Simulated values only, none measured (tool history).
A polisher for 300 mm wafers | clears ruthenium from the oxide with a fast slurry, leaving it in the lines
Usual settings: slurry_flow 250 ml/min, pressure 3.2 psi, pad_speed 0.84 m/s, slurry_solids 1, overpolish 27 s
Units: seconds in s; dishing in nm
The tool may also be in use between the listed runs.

run      day  slurry_flow  pressure  pad_speed  slurry_solids  overpolish  wafers since the last listed run  wafers polished on this pad  hours since the slurry nozzle was cleaned  hours since the head pressure was calibrated  hours since the slurry blender was calibrated  incoming thickness of the incoming film, nm  seconds  dishing
  1        0          250       3.2       0.84              1          27                                 0                         5509                                        416                                         739.5                                          612.8                                        224.5     53.9     81.7
       0.554  -- worn pad replaced by a new one
  2     2.65          250       3.2       0.84              1          27                               508                          428                                      479.6                                         803.1                                          676.4                                        219.8     53.4     82.4
       3.767  -- slurry blender recalibrated
  3     5.35          250       3.2       0.84              1          27                               535                          964                                      544.4                                         867.9                                             38                                        223.6     53.6     78.3
  4    8.604          250       3.2       0.84              1          27                               666                         1630                                      622.5                                           946                                          116.1                                          224     55.9     77.5
  5   11.596          250       3.2       0.84              1          27                               612                         2242                                      694.3                                        1017.8                                          187.9                                        219.2     54.3     77.8
      12.479  -- slurry nozzle cleaned
      13.221  -- head pressure recalibrated
  6   15.275          200       3.2       0.84              1          27                               727                         2970                                       67.1                                          49.3                                          276.2                                        217.6     57.6     75.1
  7   19.104          250       3.2       0.84              1          27                               783                         3754                                        159                                         141.2                                          368.1                                        218.7     57.1     76.1
  8   21.425          250       3.2       0.84              1          27                               475                         4229                                      214.7                                         196.9                                          423.8                                        220.2     58.5     75.6
  9   23.092          275       4.2       0.68              1          14                               341                         4570                                      254.7                                         236.9                                          463.8                                        219.2     53.5       50
 10   27.088          250       3.2        0.7              1          27                               817                         5388                                      350.6                                         332.8                                          559.7                                          221     69.9     65.5
      30.408  -- slurry blender recalibrated
 11   31.012          320       3.2        0.7            1.2          27                               786                         6174                                      444.8                                           427                                           14.5                                        220.9     61.2     74.1
      31.362  -- worn pad replaced by a new one
      31.838  -- slurry nozzle cleaned, repeated, since the last time left the tool worse
 12   34.817          250       2.9        0.6              1          27                               736                          698                                       71.5                                         518.3                                          105.8                                        219.2     80.4     57.6
 13   39.071          250       3.2       0.84              1          27                               870                         1569                                      173.6                                         620.4                                          207.9                                        217.8     50.3     82.5
 14    43.45          165       3.2       1.08              1          40                               896                         2465                                      278.7                                         725.5                                            313                                        223.4     44.6    115.1
      53.183  -- head pressure recalibrated
      55.971  -- worn pad replaced by a new one
 15   56.454          250       3.2       0.84              1          21                              2610                           98                                      590.8                                          78.5                                          625.1                                          222     52.5     66.4
 16   58.117          250       3.2       0.84            1.2          27                               340                          438                                      630.7                                         118.4                                            665                                        218.5     46.5     85.2
      60.004  -- slurry blender recalibrated
 17   60.325          215       3.2       0.84           0.75          39                               434                          873                                      683.7                                         171.4                                            7.7                                        220.7     73.5     83.7
      62.575  -- slurry nozzle cleaned
 18   64.804          165       3.2       0.84              1          27                               908                         1782                                       53.5                                         278.9                                          115.2                                        221.7     56.7     79.3
 19   68.971          250       3.6       0.84            1.1          17                               852                         2634                                      153.5                                         378.9                                          215.2                                        221.1     43.6     65.9
 20   71.933          250       3.2       0.84              1          27                               606                         3241                                      224.6                                           450                                          286.3                                        218.9     53.1     81.7
 21     76.1          250       3.2       0.84              1          27                               852                         4094                                      324.6                                           550                                          386.3                                        219.8     51.2     79.8
 22   78.104          310       3.2       0.68            1.1          40                               410                         4504                                      372.7                                         598.1                                          434.4                                        219.8     57.7     97.2
      79.671  -- worn pad replaced by a new one
 23   85.175          180       3.2          1            0.7          15                              1413                         1127                                      542.4                                         767.8                                          604.1                                        219.9     68.7     43.5
      86.412  -- slurry blender recalibrated
      91.675  -- head pressure recalibrated
      92.058  -- slurry nozzle cleaned
 24   96.929          200       3.2       0.84              1          17                              2363                         3490                                      116.9                                         126.1                                          252.4                                        220.4     53.6     57.1
 25  101.342          250       3.2       0.84              1          27                               903                         4393                                      222.8                                           232                                          358.3                                        215.4     50.6     81.4
 26  104.208          250       3.2       0.68           0.85          27                               586                         4980                                      291.6                                         300.8                                          427.1                                        223.4     78.2     60.5
 27  106.238          250       3.2       0.84              1          27                               415                         5395                                      340.3                                         349.5                                          475.8                                        220.2     51.8     81.4

5 ways to go on from here, each from the tool as it stands after run 27. What would each give?
  A  106.258          250       3.7       0.84              1          27                                 4                         5399                                      340.8                                           350                                          476.3                                        221.1        ?        ?
  B  106.258          250       3.2       0.84           1.15          27                                 4                         5399                                      340.8                                           350                                          476.3                                        221.1        ?        ?
  C  106.258          215       3.6        1.1              1          37                                 4                         5399                                      340.8                                           350                                          476.3                                        221.1        ?        ?
  D  106.258          250       3.2       0.84              1          41                                 4                         5399                                      340.8                                           350                                          476.3                                        221.1        ?        ?
  E  106.258          250       3.2       0.98           1.25          38                                 4                         5399                                      340.8                                           350                                          476.3                                        221.1        ?        ?

run  seconds  dishing
  A     45.8     88.7
  B     47.6     86.6
  C     36.7    117.6
  D     52.4    104.3
  E     38.8      116
Without the tool's hidden state the same runs would have given:
run  seconds  dishing
  A     45.3     89.3
  B       47     87.3
  C     36.2    118.3
  D     51.8    104.9
  E     38.4    116.6
